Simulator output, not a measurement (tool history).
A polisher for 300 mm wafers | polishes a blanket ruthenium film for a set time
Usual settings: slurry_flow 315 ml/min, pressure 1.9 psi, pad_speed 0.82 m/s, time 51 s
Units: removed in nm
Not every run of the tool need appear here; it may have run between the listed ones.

| run | hour | slurry_flow | pressure | pad_speed | time | incoming thickness of the incoming film, nm | removed |
|---|---|---|---|---|---|---|---|
| 1 | 0 | 315 | 1.9 | 0.68 | 51 | 293.6 | 39.1 |
| 2 | 6 | 315 | 1.9 | 0.82 | 51 | 290.2 | 44.8 |
| 3 | 23.3 | 315 | 1.9 | 0.82 | 51 | 287.4 | 45 |
| 4 | 39.8 | 315 | 1.9 | 0.82 | 51 | 293.8 | 44.4 |
| 5 | 57.5 | 315 | 1.9 | 0.82 | 60 | 291.1 | 51.9 |
| 6 | 70.9 | 315 | 1.9 | 0.82 | 60 | 289 | 52.7 |
| 7 | 86.6 | 315 | 1.9 | 0.82 | 51 | 290.8 | 44.9 |
| 8 | 103.9 | 315 | 1.9 | 0.82 | 51 | 291.1 | 44.7 |
| 9 | 116.9 | 315 | 1.6 | 0.82 | 51 | 286 | 39.1 |
| 10 | 123.1 | 315 | 1.9 | 0.82 | 42 | 290.6 | 37.1 |
| 11 | 140.4 | 315 | 1.9 | 0.82 | 42 | 289.9 | 36.8 |
| 12 | 151 | 315 | 1.9 | 0.82 | 42 | 290 | 36.8 |
| 13 | 167.8 | 315 | 1.9 | 0.82 | 51 | 289.1 | 52.6 |
| 14 | 174.9 | 235 | 1.7 | 0.6 | 64 | 289.1 | 46.7 |
| 15 | 218.8 | 315 | 1.9 | 0.82 | 51 | 292.4 | 47.4 |
| 16 | 226 | 315 | 1.9 | 0.82 | 51 | 285.8 | 47.6 |
| 17 | 243.1 | 315 | 1.6 | 0.56 | 46 | 287.5 | 28 |
| 18 | 251.8 | 315 | 1.3 | 0.82 | 67 | 289.1 | 47 |
| 19 | 263 | 235 | 1.3 | 1.04 | 51 | 293.2 | 42.4 |
| 20 | 269.1 | 360 | 1.9 | 0.82 | 51 | 292.1 | 48.3 |
| 21 | 282.5 | 315 | 1.9 | 0.82 | 42 | 288.2 | 39.2 |
| 22 | 292.3 | 360 | 1.9 | 0.82 | 51 | 291 | 47.9 |
| 23 | 306.3 | 355 | 2.4 | 0.82 | 37 | 296.1 | 41.7 |
| 24 | 318.5 | 415 | 2.5 | 0.82 | 33 | 290.2 | 38.8 |
| 25 | 328.9 | 315 | 2.2 | 0.96 | 51 | 291.1 | 59.6 |

Missing from the log above: 7 entries noted between runs. For each, name the pair of listed runs it sits between and say how the tool's hidden condition differs from the listed run just before to the listed run just after:
From run 5 to run 6: worn pad replaced by a new one (hour 66.8)
  deviation of the head's pressure from its setpoint, %: -7.25 -> -7.35
  what was measured, less what the result would be without the hidden state, removed: -3.1 -> -3.2 nm
From run 11 to run 12: worn pad replaced by a new one (hour 147.5)
  deviation of the head's pressure from its setpoint, %: -7.86 -> -7.94
  what was measured, less what the result would be without the hidden state, removed: -2.3 -> -2.3 nm
From run 12 to run 13: head pressure recalibrated (hour 157.5)
  deviation of the head's pressure from its setpoint, %: -7.94 -> 15.5
  what was measured, less what the result would be without the hidden state, removed: -2.3 -> +5.6 nm
From run 14 to run 15: head pressure recalibrated, repeated, since the last time left the tool worse (hour 218.3)
  deviation of the head's pressure from its setpoint, %: 15.5 -> 0.431
  what was measured, less what the result would be without the hidden state, removed: +4.9 -> +0.2 nm
From run 16 to run 17: worn pad replaced by a new one (hour 232.8); slurry nozzle cleaned (hour 233.8)
  deviation of the head's pressure from its setpoint, %: 0.378 -> 0.253
  what was measured, less what the result would be without the hidden state, removed: +0.1 -> +0.1 nm
From run 22 to run 23: worn pad replaced by a new one (hour 304.1)
  deviation of the head's pressure from its setpoint, %: -0.106 -> -0.208
  what was measured, less what the result would be without the hidden state, removed: -0.1 -> -0.1 nm
